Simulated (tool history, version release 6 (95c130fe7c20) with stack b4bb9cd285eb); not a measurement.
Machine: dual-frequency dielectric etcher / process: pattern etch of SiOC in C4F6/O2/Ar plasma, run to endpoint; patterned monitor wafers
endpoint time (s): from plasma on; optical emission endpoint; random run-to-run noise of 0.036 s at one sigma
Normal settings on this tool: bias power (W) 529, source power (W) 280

run,hour,bias power (W),source power (W),wafers since the last listed run,hours since the last wet clean,hours since the last bias power generator calibration,hours since the last source power generator calibration,hours since the last upper electrode change,"incoming incoming film thickness, nm",endpoint time (s)
1,0.0,529,280,0,243.1,3114.0,3588.4,2326.4,32.56,11.7
2,86.7,529,310,824,329.8,3200.7,3675.1,2413.1,32.56,11.5
3,131.5,529,280,426,374.6,3245.5,3719.9,2457.9,33.17,12.0
# hour 162.4: wet clean of the chamber
4,193.6,498,280,362,31.2,3307.6,3782.0,2520.0,32.42,11.8
5,276.9,498,280,792,114.5,3390.9,3865.3,2603.3,32.47,11.8
6,326.7,529,280,473,164.3,3440.7,3915.1,2653.1,32.77,11.7
7,364.6,529,280,360,202.2,3478.6,3953.0,2691.0,32.68,11.7
8,423.2,529,280,557,260.8,3537.2,4011.6,2749.6,32.43,11.7
9,492.7,529,280,661,330.3,3606.7,4081.1,2819.1,32.81,11.9
# hour 539.3: wet clean of the chamber
10,560.2,529,280,413,20.9,3674.2,4148.6,2886.6,32.56,11.6
11,714.9,449,340,1471,175.6,3828.9,4303.3,3041.3,32.31,11.6
# hour 757.9: bias power generator calibrated
# hour 771.2: upper electrode replaced, of another model than before
12,786.0,578,300,511,246.7,28.1,4374.4,14.8,32.50,11.3
13,855.7,529,280,663,316.4,97.8,4444.1,84.5,32.82,11.9
# hour 916.1: source power generator calibrated
14,945.2,432,330,813,405.9,187.3,29.1,174.0,32.42,11.9
# hour 1017.9: wet clean of the chamber
15,1018.4,495,280,468,0.5,260.5,102.3,247.2,32.48,11.7
16,1039.8,632,250,203,21.9,281.9,123.7,268.6,32.45,11.2
17,1103.4,529,280,605,85.5,345.5,187.3,332.2,32.65,11.7
18,1205.4,613,310,970,187.5,447.5,289.3,434.2,32.49,11.0

Consider 3 possible next runs. They are alternatives, not a sequence: every one starts from the tool as it was left by run 18. What does each give?
A,1205.8,529,280,3,187.9,447.9,289.7,434.6,32.82,?
B,1205.8,444,240,3,187.9,447.9,289.7,434.6,32.82,?
C,1205.8,427,230,3,187.9,447.9,289.7,434.6,32.82,?

run,endpoint time (s)
A,11.8
B,12.6
C,12.8
The same runs, with their run-to-run variation unchanged, on a tool lacking any hidden condition would have given:
run,endpoint time (s)
A,11.7
B,12.5
C,12.7
